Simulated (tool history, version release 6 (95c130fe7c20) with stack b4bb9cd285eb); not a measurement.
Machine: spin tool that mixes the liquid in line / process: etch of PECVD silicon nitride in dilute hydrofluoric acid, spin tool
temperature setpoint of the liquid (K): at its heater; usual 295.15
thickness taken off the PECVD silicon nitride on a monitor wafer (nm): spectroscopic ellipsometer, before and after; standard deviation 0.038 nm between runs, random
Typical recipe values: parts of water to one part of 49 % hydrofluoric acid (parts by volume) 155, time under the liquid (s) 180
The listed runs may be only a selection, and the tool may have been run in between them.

run    hour  temperature setpoint of the liquid (K)  parts of water to one part of 49 % hydrofluoric acid (parts by volume)  time under the liquid (s)  read-back film thickness of the PECVD silicon nitride reference wafer, read on the same gauge (nm)  thickness taken off the PECVD silicon nitride on a monitor wafer (nm)
  1       0                                  295.15                                                                     155                        180                                                                                             109.932                                                                    3.3
  2    34.6                                  295.15                                                                     155                        180                                                                                             109.976                                                                   3.34
  3    62.7                                  295.15                                                                     155                        180                                                                                             110.011                                                                  3.355
  4   126.3                                  295.15                                                                     155                        180                                                                                             110.019                                                                   3.28
      135.2  -- gauge calibrated
  5   155.8                                  295.15                                                                     155                        180                                                                                             110.005                                                                   3.41
  6   198.2                                  295.15                                                                     155                        180                                                                                             109.959                                                                  3.356
  7   243.3                                  295.15                                                                     155                        180                                                                                             110.026                                                                  3.352
  8   307.6                                  295.15                                                                     155                        180                                                                                              110.01                                                                  3.405
  9   427.9                                  295.15                                                                     155                        180                                                                                             110.062                                                                   3.36
 10   498.5                                  295.15                                                                     155                        180                                                                                             109.991                                                                  3.335
 11   558.7                                  295.15                                                                     155                        180                                                                                             110.016                                                                  3.386
      609.3  -- hydrofluoric acid flow meter replaced
 12   609.8                                  295.15                                                                     155                        180                                                                                             109.971                                                                  3.448
 13   679.2                                  295.15                                                                     155                        180                                                                                             110.008                                                                  3.336
 14   748.6                                  295.15                                                                     155                        265                                                                                             110.043                                                                  5.028
      752.9  -- thermometer replaced
 15   927.3                                  295.15                                                                     155                        265                                                                                             109.979                                                                   4.61
 16   984.1                                  291.65                                                                     105                        130                                                                                             109.988                                                                  2.635
 17  1011.2                                  295.15                                                                     155                        180                                                                                             109.996                                                                  3.134
 18    1059                                  295.15                                                                     155                        180                                                                                             110.032                                                                  3.126
 19  1114.5                                  295.15                                                                     155                        180                                                                                             110.027                                                                  3.153
     1142.6  -- gauge calibrated
 20  1150.2                                  293.15                                                                     155                        180                                                                                             109.988                                                                  2.775
 21  1178.1                                  298.65                                                                     180                         80                                                                                             110.023                                                                  1.528
 22  1248.7                                  295.15                                                                     220                        240                                                                                             110.006                                                                  3.008
 23  1286.4                                  295.15                                                                     155                        180                                                                                             109.982                                                                  3.254
 24  1335.3                                  295.15                                                                     195                        150                                                                                             110.028                                                                  2.109
 25  1383.7                                  295.15                                                                     120                        125                                                                                             109.979                                                                  2.872
 26  1427.3                                  295.15                                                                     155                        180                                                                                             110.012                                                                  3.228
 27  1480.9                                  295.15                                                                     215                        180                                                                                             110.027                                                                  2.323
 28  1548.4                                  295.15                                                                     155                        250                                                                                             109.986                                                                  4.429
 29  1597.3                                  295.15                                                                     155                        180                                                                                             110.042                                                                  3.242
 30  1633.6                                  297.65                                                                      95                        180                                                                                             109.972                                                                  6.184
 31    1660                                  293.65                                                                     125                         85                                                                                             110.019                                                                  1.721

5 options for the next run, each taken on its own from the tool as it stands now. Forecast them:
  A  1660.5                                  295.15                                                                     155                        180                                                                                                   ?                                                                      ?
  B  1660.5                                  295.15                                                                     195                        230                                                                                                   ?                                                                      ?
  C  1660.5                                  297.15                                                                     155                        100                                                                                                   ?                                                                      ?
  D  1660.5                                  291.15                                                                     130                         95                                                                                                   ?                                                                      ?
  E  1660.5                                  295.15                                                                     155                        245                                                                                                   ?                                                                      ?

run  read-back film thickness of the PECVD silicon nitride reference wafer, read on the same gauge (nm)  thickness taken off the PECVD silicon nitride on a monitor wafer (nm)
  A                                                                                              109.98                                                                  3.283
  B                                                                                              109.98                                                                  3.346
  C                                                                                              109.98                                                                  2.075
  D                                                                                              109.98                                                                  1.576
  E                                                                                              109.98                                                                  4.468
Without the tool's hidden state the same runs would have given:
run  thickness taken off the PECVD silicon nitride on a monitor wafer (nm)
  A                                                                  3.136
  B                                                                  3.199
  C                                                                  1.984
  D                                                                  1.503
  E                                                                  4.269
